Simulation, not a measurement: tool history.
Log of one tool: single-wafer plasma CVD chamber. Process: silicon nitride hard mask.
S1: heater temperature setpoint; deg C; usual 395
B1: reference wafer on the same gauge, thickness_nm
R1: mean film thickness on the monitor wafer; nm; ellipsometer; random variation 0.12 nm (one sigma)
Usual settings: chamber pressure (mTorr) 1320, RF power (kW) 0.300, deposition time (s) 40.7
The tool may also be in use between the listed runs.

run 1 hour=0.0 | S1=387 chamber_pressure_(mTorr)=1320 RF_power_(kW)=0.325 deposition_time_(s)=40.7 | B1=45.969 | R1=41.008
run 2 hour=28.9 | S1=387 chamber_pressure_(mTorr)=1320 RF_power_(kW)=0.325 deposition_time_(s)=40.7 | B1=45.995 | R1=40.785
run 3 hour=50.8 | S1=395 chamber_pressure_(mTorr)=1320 RF_power_(kW)=0.300 deposition_time_(s)=40.7 | B1=45.976 | R1=38.825
run 4 hour=67.7 | S1=395 chamber_pressure_(mTorr)=1320 RF_power_(kW)=0.300 deposition_time_(s)=40.7 | B1=46.006 | R1=38.574
run 5 hour=86.3 | S1=395 chamber_pressure_(mTorr)=1320 RF_power_(kW)=0.300 deposition_time_(s)=40.7 | B1=46.024 | R1=38.688
run 6 hour=100.2 | S1=395 chamber_pressure_(mTorr)=1320 RF_power_(kW)=0.300 deposition_time_(s)=40.7 | B1=45.991 | R1=38.598
run 7 hour=123.1 | S1=395 chamber_pressure_(mTorr)=1320 RF_power_(kW)=0.300 deposition_time_(s)=40.7 | B1=46.028 | R1=38.614
run 8 hour=149.0 | S1=395 chamber_pressure_(mTorr)=1320 RF_power_(kW)=0.300 deposition_time_(s)=40.7 | B1=46.008 | R1=38.569
run 9 hour=171.2 | S1=395 chamber_pressure_(mTorr)=1320 RF_power_(kW)=0.300 deposition_time_(s)=40.7 | B1=45.971 | R1=38.519
run 10 hour=187.8 | S1=395 chamber_pressure_(mTorr)=1320 RF_power_(kW)=0.300 deposition_time_(s)=46.8 | B1=46.047 | R1=44.118
run 11 hour=206.6 | S1=395 chamber_pressure_(mTorr)=1320 RF_power_(kW)=0.300 deposition_time_(s)=46.8 | B1=45.993 | R1=44.274
run 12 hour=237.5 | S1=400 chamber_pressure_(mTorr)=1100 RF_power_(kW)=0.300 deposition_time_(s)=40.7 | B1=46.022 | R1=35.028
run 13 hour=268.1 | S1=395 chamber_pressure_(mTorr)=1320 RF_power_(kW)=0.300 deposition_time_(s)=40.7 | B1=45.991 | R1=38.251
-- hour=285.0 capacitance manometer re-zeroed and calibrated
run 14 hour=298.8 | S1=395 chamber_pressure_(mTorr)=1320 RF_power_(kW)=0.300 deposition_time_(s)=40.7 | B1=46.019 | R1=39.316
run 15 hour=334.2 | S1=395 chamber_pressure_(mTorr)=1130 RF_power_(kW)=0.245 deposition_time_(s)=43.1 | B1=46.017 | R1=33.834
-- hour=358.6 gauge calibrated
-- hour=376.1 thermocouple changed; heater temperature recalibrated
run 16 hour=376.6 | S1=395 chamber_pressure_(mTorr)=1030 RF_power_(kW)=0.300 deposition_time_(s)=48.6 | B1=45.997 | R1=41.371
-- hour=389.9 RF generator calibrated
-- hour=434.6 showerhead replaced
run 17 hour=457.3 | S1=395 chamber_pressure_(mTorr)=1320 RF_power_(kW)=0.300 deposition_time_(s)=46.3 | B1=45.989 | R1=46.133
run 18 hour=480.4 | S1=395 chamber_pressure_(mTorr)=1220 RF_power_(kW)=0.300 deposition_time_(s)=40.7 | B1=45.994 | R1=39.340
run 19 hour=513.7 | S1=395 chamber_pressure_(mTorr)=1320 RF_power_(kW)=0.300 deposition_time_(s)=40.7 | B1=46.032 | R1=40.456
run 20 hour=532.1 | S1=395 chamber_pressure_(mTorr)=1320 RF_power_(kW)=0.300 deposition_time_(s)=47.5 | B1=45.986 | R1=47.235
run 21 hour=562.2 | S1=402 chamber_pressure_(mTorr)=1320 RF_power_(kW)=0.300 deposition_time_(s)=43.7 | B1=46.001 | R1=43.095
run 22 hour=592.1 | S1=383 chamber_pressure_(mTorr)=1070 RF_power_(kW)=0.270 deposition_time_(s)=46.1 | B1=46.014 | R1=38.620
run 23 hour=646.7 | S1=395 chamber_pressure_(mTorr)=1320 RF_power_(kW)=0.300 deposition_time_(s)=34.9 | B1=46.000 | R1=34.429
run 24 hour=666.8 | S1=383 chamber_pressure_(mTorr)=1320 RF_power_(kW)=0.320 deposition_time_(s)=40.7 | B1=46.000 | R1=41.862
run 25 hour=689.8 | S1=395 chamber_pressure_(mTorr)=1230 RF_power_(kW)=0.300 deposition_time_(s)=34.5 | B1=46.009 | R1=32.671
run 26 hour=713.1 | S1=391 chamber_pressure_(mTorr)=1070 RF_power_(kW)=0.330 deposition_time_(s)=46.5 | B1=45.999 | R1=43.538
run 27 hour=746.6 | S1=389 chamber_pressure_(mTorr)=1110 RF_power_(kW)=0.260 deposition_time_(s)=35.2 | B1=45.977 | R1=29.029

The tool's hidden state at each run:
wafer temperature above the value expected at the setpoint (K): 0 in every run
gauge reads high (%): 0 in every run
H1: delivered RF power above the setpoint (%)
H2: true pressure above the setpoint (%)
run=1 H1=-7.53 H2=-4.32
run=2 H1=-7.6 H2=-4.5
run=3 H1=-7.64 H2=-4.64
run=4 H1=-7.68 H2=-4.74
run=5 H1=-7.72 H2=-4.85
run=6 H1=-7.75 H2=-4.94
run=7 H1=-7.79 H2=-5.08
run=8 H1=-7.84 H2=-5.24
run=9 H1=-7.88 H2=-5.38
run=10 H1=-7.9 H2=-5.48
run=11 H1=-7.93 H2=-5.59
run=12 H1=-7.98 H2=-5.78
run=13 H1=-8.02 H2=-5.97
run=14 H1=-8.06 H2=-0.555
run=15 H1=-8.1 H2=-0.773
run=16 H1=-8.15 H2=-1.03
run=17 H1=-1.64 H2=-1.53
run=18 H1=-2 H2=-1.67
run=19 H1=-2.49 H2=-1.88
run=20 H1=-2.75 H2=-1.99
run=21 H1=-3.14 H2=-2.17
run=22 H1=-3.51 H2=-2.36
run=23 H1=-4.13 H2=-2.69
run=24 H1=-4.34 H2=-2.82
run=25 H1=-4.56 H2=-2.96
run=26 H1=-4.78 H2=-3.1
run=27 H1=-5.08 H2=-3.31
